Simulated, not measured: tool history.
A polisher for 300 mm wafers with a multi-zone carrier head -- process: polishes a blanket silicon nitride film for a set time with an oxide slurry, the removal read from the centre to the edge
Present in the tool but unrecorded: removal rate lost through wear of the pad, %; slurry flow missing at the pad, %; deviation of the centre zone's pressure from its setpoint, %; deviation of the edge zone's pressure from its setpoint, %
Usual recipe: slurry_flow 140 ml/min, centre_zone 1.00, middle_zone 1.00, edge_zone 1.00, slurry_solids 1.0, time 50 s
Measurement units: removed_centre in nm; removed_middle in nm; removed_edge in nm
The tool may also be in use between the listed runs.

run   hour  slurry_flow  centre_zone  middle_zone  edge_zone  slurry_solids  time  wafers since the last listed run  wafers polished on this pad  hours since the slurry nozzle was cleaned  hours since the centre zone pressure was calibrated  hours since the edge zone pressure was calibrated  hours since the carrier head's membrane was replaced  incoming thickness of the incoming film, nm  removed_centre  removed_middle  removed_edge
  1    0.0          140         1.00         1.00       1.00            1.0    50                                 0                          737                                       12.2                                                526.3                                              972.1                                                1121.4                                        330.4            18.6            18.6          18.1
  2   20.6          140         1.00         1.00       1.00            1.0    50                               181                          918                                       32.8                                                546.9                                              992.7                                                1142.0                                        331.4            18.6            18.8          17.9
  3   55.3          140         1.00         1.00       1.00            1.0    50                               305                         1224                                       67.5                                                581.6                                             1027.4                                                1176.7                                        333.7            18.3            18.6          18.2
      60.2  -- worn pad replaced by a new one
  4   71.0          140         1.00         1.00       1.00            1.0    50                               103                           95                                       83.2                                                597.3                                             1043.1                                                1192.4                                        334.9            18.7            18.5          18.0
  5  100.4          140         1.00         1.00       1.00            1.0    50                               259                          354                                      112.6                                                626.7                                             1072.5                                                1221.8                                        328.3            18.4            18.5          17.9
  6  184.9          140         1.00         1.00       1.00            1.0    50                               744                         1099                                      197.1                                                711.2                                             1157.0                                                1306.3                                        331.9            18.4            18.4          17.7
     204.8  -- edge zone pressure recalibrated
  7  208.4          140         1.05         1.00       1.00            1.0    50                               189                         1288                                      220.6                                                734.7                                                3.6                                                1329.8                                        329.7            19.1            18.0          17.7
     233.9  -- worn pad replaced by a new one
  8  252.7          140         0.92         1.00       1.00            1.0    50                               355                          165                                      264.9                                                779.0                                               47.9                                                1374.1                                        331.1            16.8            18.5          18.2
  9  268.3          140         0.92         1.00       1.00            1.0    50                               137                          303                                      280.5                                                794.6                                               63.5                                                1389.7                                        329.7            16.7            18.2          18.2
 10  284.3          140         0.93         0.95       1.00            0.9    50                               141                          444                                      296.5                                                810.6                                               79.5                                                1405.7                                        324.6            16.1            17.0          17.1
     392.0  -- worn pad replaced by a new one
 11  392.5          140         1.00         1.00       1.00            1.0    64                               918                            4                                      404.7                                                918.8                                              187.7                                                1513.9                                        333.9            22.8            22.7          21.9
     398.9  -- carrier head's membrane replaced by a new one
     405.2  -- slurry nozzle cleaned
     406.2  -- centre zone pressure recalibrated
 12  410.7          140         1.05         1.00       1.00            1.0    50                                98                          103                                        5.5                                                  4.5                                              205.9                                                  11.8                                        331.9            19.3            18.7          18.2
 13  426.8          140         1.00         1.00       1.00            1.0    50                               141                          245                                       21.6                                                 20.6                                              222.0                                                  27.9                                        327.7            18.7            18.3          17.9
 14  439.2          115         1.00         0.96       1.00            1.0    50                               109                          354                                       34.0                                                 33.0                                              234.4                                                  40.3                                        331.4            17.4            17.3          17.1
 15  462.0          140         1.00         1.00       1.00            0.9    62                               200                          555                                       56.8                                                 55.8                                              257.2                                                  63.1                                        333.4            22.0            22.0          21.6
 16  475.7          140         1.00         1.00       1.00            1.0    55                               120                          676                                       70.5                                                 69.5                                              270.9                                                  76.8                                        327.2            20.3            20.4          19.3
 17  506.9          180         1.00         1.11       1.00            1.0    50                               274                          951                                      101.7                                                100.7                                              302.1                                                 108.0                                        328.7            19.7            21.4          18.9
 18  520.5          185         1.00         1.04       0.94            1.0    62                               119                         1070                                      115.3                                                114.3                                              315.7                                                 121.6                                        333.6            24.3            25.0          23.2
 19  547.9          140         0.94         1.04       0.89            1.2    50                               241                         1312                                      142.7                                                141.7                                              343.1                                                 149.0                                        323.8            19.0            20.3          19.1

Each row is a separate what-if for the run after 19, all from the same tool condition, not one after another. Results?
  A  548.3          140         1.11         1.00       1.00            1.0    50                                 3                         1315                                      143.1                                                142.1                                              343.5                                                 149.4                                        327.4               ?               ?             ?
  B  548.3          140         0.93         0.92       1.00            1.0    50                                 3                         1315                                      143.1                                                142.1                                              343.5                                                 149.4                                        327.4               ?               ?             ?
  C  548.3          125         1.00         1.00       1.06            0.9    60                                 3                         1315                                      143.1                                                142.1                                              343.5                                                 149.4                                        327.4               ?               ?             ?
  D  548.3          140         1.00         1.00       0.93            1.0    45                                 3                         1315                                      143.1                                                142.1                                              343.5                                                 149.4                                        327.4               ?               ?             ?

run  removed_centre  removed_middle  removed_edge
  A            20.8            18.5          17.9
  B            17.4            17.3          18.0
  C            20.8            20.7          20.5
  D            16.8            16.7          15.9
With no hidden state in the tool, these same runs would have given:
run  removed_centre  removed_middle  removed_edge
  A            20.9            18.6          18.0
  B            17.4            17.4          18.0
  C            20.9            20.8          20.6
  D            16.9            16.7          15.9

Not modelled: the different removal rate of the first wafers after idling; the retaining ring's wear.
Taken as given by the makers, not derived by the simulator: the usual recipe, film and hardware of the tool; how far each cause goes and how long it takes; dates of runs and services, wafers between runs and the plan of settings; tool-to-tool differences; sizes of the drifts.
